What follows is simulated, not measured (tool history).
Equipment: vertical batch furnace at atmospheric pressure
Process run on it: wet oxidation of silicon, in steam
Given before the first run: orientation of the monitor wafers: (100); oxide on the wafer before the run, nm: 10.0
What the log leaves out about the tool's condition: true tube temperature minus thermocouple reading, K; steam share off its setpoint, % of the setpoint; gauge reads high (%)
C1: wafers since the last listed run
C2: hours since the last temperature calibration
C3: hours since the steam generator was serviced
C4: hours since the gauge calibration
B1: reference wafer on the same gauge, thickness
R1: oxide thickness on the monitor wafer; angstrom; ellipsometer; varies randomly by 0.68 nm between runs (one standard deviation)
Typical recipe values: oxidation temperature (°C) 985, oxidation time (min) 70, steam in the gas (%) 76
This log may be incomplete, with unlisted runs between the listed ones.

Run 1, hour 0: usual settings but steam in the gas (%) 80; C1 0; C2 4466.7; C3 2214.2; C4 157.7; B1 417.13. Result: R1 3585 angstrom.
Run 2, hour 17.2: usual settings but steam in the gas (%) 80; C1 262; C2 4483.9; C3 2231.4; C4 174.9; B1 416.95. Result: R1 3586.6 angstrom.
Run 3, hour 31.8: usual settings but oxidation temperature (°C) 970; C1 222; C2 4498.5; C3 2246; C4 189.5; B1 417.07. Result: R1 3055.7 angstrom.
Run 4, hour 59.7: usual settings but oxidation temperature (°C) 970; C1 426; C2 4526.4; C3 2273.9; C4 217.4; B1 416.83. Result: R1 3032 angstrom.
At hour 61.9: gauge calibrated.
Run 5, hour 71: usual settings but oxidation temperature (°C) 970; C1 172; C2 4537.7; C3 2285.2; C4 9.1; B1 417.02. Result: R1 3041.3 angstrom.
Run 6, hour 82.9: usual settings but oxidation time (min) 96.5; C1 181; C2 4549.6; C3 2297.1; C4 21; B1 417.24. Result: R1 4328.7 angstrom.
Run 7, hour 98.2: usual settings but oxidation time (min) 96.5; C1 233; C2 4564.9; C3 2312.4; C4 36.3; B1 416.85. Result: R1 4322.6 angstrom.
Run 8, hour 112.9: usual settings but oxidation time (min) 44.5; C1 224; C2 4579.6; C3 2327.1; C4 51; B1 417.14. Result: R1 2471.4 angstrom.
Run 9, hour 122.6: usual settings but oxidation time (min) 87; C1 148; C2 4589.3; C3 2336.8; C4 60.7; B1 416.86. Result: R1 4010.1 angstrom.
Run 10, hour 134.2: usual settings but oxidation time (min) 87; C1 177; C2 4600.9; C3 2348.4; C4 72.3; B1 417.09. Result: R1 4029.7 angstrom.
Run 11, hour 156.6: usual settings but oxidation time (min) 87; C1 342; C2 4623.3; C3 2370.8; C4 94.7; B1 416.71. Result: R1 4028.6 angstrom.
At hour 186: steam generator serviced.
At hour 201: thermocouples replaced and temperature profile calibrated.
Run 12, hour 201.5: usual settings; C1 89; C2 0.5; C3 15.5; C4 139.6; B1 416.9. Result: R1 3639.4 angstrom.
Run 13, hour 207.2: usual settings; C1 87; C2 6.2; C3 21.2; C4 145.3; B1 416.95. Result: R1 3639.1 angstrom.
Run 14, hour 212.8: usual settings but steam in the gas (%) 80; C1 85; C2 11.8; C3 26.8; C4 150.9; B1 417.03. Result: R1 3781 angstrom.
Run 15, hour 218.4: usual settings but oxidation temperature (°C) 968, oxidation time (min) 60.5; C1 85; C2 17.4; C3 32.4; C4 156.5; B1 416.85. Result: R1 2835 angstrom.
Run 16, hour 227.8: usual settings; C1 143; C2 26.8; C3 41.8; C4 165.9; B1 416.83. Result: R1 3644.4 angstrom.
Run 17, hour 236.9: usual settings but oxidation temperature (°C) 996; C1 138; C2 35.9; C3 50.9; C4 175; B1 416.75. Result: R1 3949.2 angstrom.
Run 18, hour 246.4: usual settings; C1 145; C2 45.4; C3 60.4; C4 184.5; B1 416.96. Result: R1 3646.2 angstrom.
Run 19, hour 261.6: usual settings but oxidation temperature (°C) 965, oxidation time (min) 95, steam in the gas (%) 79; C1 232; C2 60.6; C3 75.6; C4 199.7; B1 417. Result: R1 3951.2 angstrom.
At hour 262.1: gauge calibrated.
Run 20, hour 271.3: usual settings but oxidation temperature (°C) 978, steam in the gas (%) 80; C1 148; C2 70.3; C3 85.3; C4 9.2; B1 416.95. Result: R1 3560.7 angstrom.
Run 21, hour 289.4: usual settings but oxidation temperature (°C) 997, oxidation time (min) 60, steam in the gas (%) 71; C1 276; C2 88.4; C3 103.4; C4 27.3; B1 416.92. Result: R1 3410.3 angstrom.
Run 22, hour 305.9: usual settings but oxidation temperature (°C) 1003; C1 251; C2 104.9; C3 119.9; C4 43.8; B1 416.96. Result: R1 4151.4 angstrom.
Run 23, hour 323.5: usual settings but steam in the gas (%) 86; C1 268; C2 122.5; C3 137.5; C4 61.4; B1 417.02. Result: R1 3981.4 angstrom.
Run 24, hour 342.4: usual settings but oxidation temperature (°C) 962, oxidation time (min) 52.5, steam in the gas (%) 82; C1 288; C2 141.4; C3 156.4; C4 80.3; B1 416.74. Result: R1 2540.8 angstrom.
Run 25, hour 355.9: usual settings but oxidation time (min) 84.5, steam in the gas (%) 72; C1 206; C2 154.9; C3 169.9; C4 93.8; B1 416.74. Result: R1 3997.4 angstrom.
Run 26, hour 376.8: usual settings but oxidation time (min) 43.5, steam in the gas (%) 86; C1 319; C2 175.8; C3 190.8; C4 114.7; B1 417.04. Result: R1 2809.2 angstrom.
Run 27, hour 385.1: usual settings but oxidation time (min) 85, steam in the gas (%) 87; C1 126; C2 184.1; C3 199.1; C4 123; B1 417.01. Result: R1 4557.9 angstrom.

For each run, what was the tool's unlogged condition?
true tube temperature minus thermocouple reading, K: 0, the same for each run
gauge reads high (%): 0, the same for each run
H1: steam share off its setpoint, % of the setpoint
run      H1
  1   -7.67
  2   -7.72
  3   -7.77
  4   -7.86
  5    -7.9
  6   -7.94
  7   -7.99
  8   -8.04
  9   -8.07
 10   -8.11
 11   -8.18
 12  -0.647
 13  -0.665
 14  -0.683
 15  -0.702
 16  -0.732
 17  -0.762
 18  -0.793
 19  -0.842
 20  -0.874
 21  -0.933
 22  -0.987
 23   -1.04
 24   -1.11
 25   -1.15
 26   -1.22
 27   -1.25
